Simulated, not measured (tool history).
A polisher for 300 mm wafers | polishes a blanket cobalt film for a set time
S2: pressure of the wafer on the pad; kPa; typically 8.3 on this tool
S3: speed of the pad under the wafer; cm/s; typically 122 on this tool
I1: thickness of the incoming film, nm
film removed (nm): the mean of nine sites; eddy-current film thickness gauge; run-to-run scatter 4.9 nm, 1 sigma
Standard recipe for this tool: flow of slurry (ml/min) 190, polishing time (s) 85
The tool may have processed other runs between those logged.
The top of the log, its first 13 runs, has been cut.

run 14 hour=638.7 | flow_of_slurry_(ml/min)=190 S2=8.3 S3=122 polishing_time_(s)=85 | I1=1529.7 | film_removed_(nm)=334.8
run 15 hour=696.8 | flow_of_slurry_(ml/min)=215 S2=7.6 S3=122 polishing_time_(s)=85 | I1=1503.6 | film_removed_(nm)=295.5
-- hour=719.3 head pressure recalibrated
run 16 hour=722.3 | flow_of_slurry_(ml/min)=190 S2=8.3 S3=156 polishing_time_(s)=85 | I1=1491.3 | film_removed_(nm)=401.6
run 17 hour=761.7 | flow_of_slurry_(ml/min)=145 S2=8.3 S3=122 polishing_time_(s)=93 | I1=1507.6 | film_removed_(nm)=327.8
-- hour=773.7 worn pad replaced by a new one
run 18 hour=788 | flow_of_slurry_(ml/min)=190 S2=8.3 S3=82 polishing_time_(s)=57 | I1=1530.9 | film_removed_(nm)=158.3
run 19 hour=814.3 | flow_of_slurry_(ml/min)=190 S2=10.3 S3=144 polishing_time_(s)=85 | I1=1498.1 | film_removed_(nm)=524.8
run 20 hour=859.4 | flow_of_slurry_(ml/min)=155 S2=5.5 S3=122 polishing_time_(s)=85 | I1=1541.2 | film_removed_(nm)=220.7
run 21 hour=912.6 | flow_of_slurry_(ml/min)=230 S2=5.5 S3=122 polishing_time_(s)=74 | I1=1476.7 | film_removed_(nm)=203.6
-- hour=1019.1 slurry nozzle cleaned
run 22 hour=1105.1 | flow_of_slurry_(ml/min)=140 S2=8.3 S3=144 polishing_time_(s)=108 | I1=1507.6 | film_removed_(nm)=478.6
run 23 hour=1132.1 | flow_of_slurry_(ml/min)=190 S2=8.3 S3=122 polishing_time_(s)=56 | I1=1521.8 | film_removed_(nm)=215.7
run 24 hour=1196.4 | flow_of_slurry_(ml/min)=255 S2=8.3 S3=144 polishing_time_(s)=77 | I1=1479 | film_removed_(nm)=350.5
-- hour=1251.5 head pressure recalibrated
run 25 hour=1260.2 | flow_of_slurry_(ml/min)=190 S2=8.3 S3=122 polishing_time_(s)=105 | I1=1504.4 | film_removed_(nm)=373.9
-- hour=1284.7 worn pad replaced by a new one
run 26 hour=1313.2 | flow_of_slurry_(ml/min)=190 S2=8.3 S3=122 polishing_time_(s)=85 | I1=1509.4 | film_removed_(nm)=352.3
run 27 hour=1378.3 | flow_of_slurry_(ml/min)=190 S2=8.3 S3=106 polishing_time_(s)=85 | I1=1512.4 | film_removed_(nm)=299.2
run 28 hour=1444.1 | flow_of_slurry_(ml/min)=250 S2=6.9 S3=106 polishing_time_(s)=85 | I1=1500.4 | film_removed_(nm)=256.4
run 29 hour=1471.7 | flow_of_slurry_(ml/min)=190 S2=8.3 S3=122 polishing_time_(s)=85 | I1=1485.7 | film_removed_(nm)=349.8
run 30 hour=1529.2 | flow_of_slurry_(ml/min)=190 S2=8.3 S3=122 polishing_time_(s)=85 | I1=1481.3 | film_removed_(nm)=340.5
run 31 hour=1590 | flow_of_slurry_(ml/min)=165 S2=8.3 S3=156 polishing_time_(s)=109 | I1=1501.5 | film_removed_(nm)=541.5
run 32 hour=1628.8 | flow_of_slurry_(ml/min)=190 S2=8.3 S3=156 polishing_time_(s)=100 | I1=1504.3 | film_removed_(nm)=496.5
-- hour=1692.7 slurry nozzle cleaned
run 33 hour=1697.7 | flow_of_slurry_(ml/min)=190 S2=10.3 S3=92 polishing_time_(s)=95 | I1=1493 | film_removed_(nm)=331.1
run 34 hour=1725.9 | flow_of_slurry_(ml/min)=190 S2=8.3 S3=122 polishing_time_(s)=85 | I1=1505.9 | film_removed_(nm)=319.7
-- hour=1756.2 head pressure recalibrated
run 35 hour=1761 | flow_of_slurry_(ml/min)=190 S2=8.3 S3=122 polishing_time_(s)=85 | I1=1505.3 | film_removed_(nm)=306
run 36 hour=1790.2 | flow_of_slurry_(ml/min)=190 S2=8.3 S3=122 polishing_time_(s)=103 | I1=1482.5 | film_removed_(nm)=369

Below are 5 alternative next runs, each starting from the tool's condition after run 36. Predict each:
run A hour=1790.7 | flow_of_slurry_(ml/min)=190 S2=8.3 S3=122 polishing_time_(s)=85 | I1=1520.4 | film_removed_(nm)=?
run B hour=1790.7 | flow_of_slurry_(ml/min)=165 S2=6.2 S3=144 polishing_time_(s)=98 | I1=1520.4 | film_removed_(nm)=?
run C hour=1790.7 | flow_of_slurry_(ml/min)=190 S2=8.3 S3=94 polishing_time_(s)=112 | I1=1520.4 | film_removed_(nm)=?
run D hour=1790.7 | flow_of_slurry_(ml/min)=165 S2=8.3 S3=148 polishing_time_(s)=85 | I1=1520.4 | film_removed_(nm)=?
run E hour=1790.7 | flow_of_slurry_(ml/min)=165 S2=8.3 S3=98 polishing_time_(s)=77 | I1=1520.4 | film_removed_(nm)=?

run=A film_removed_(nm)=299.4
run=B film_removed_(nm)=298.8
run=C film_removed_(nm)=303.9
run=D film_removed_(nm)=355.1
run=E film_removed_(nm)=213
With the hidden condition removed and each run's random variation left untouched, the same runs would have given:
run=A film_removed_(nm)=344.7
run=B film_removed_(nm)=344
run=C film_removed_(nm)=349.9
run=D film_removed_(nm)=408.9
run=E film_removed_(nm)=245.3
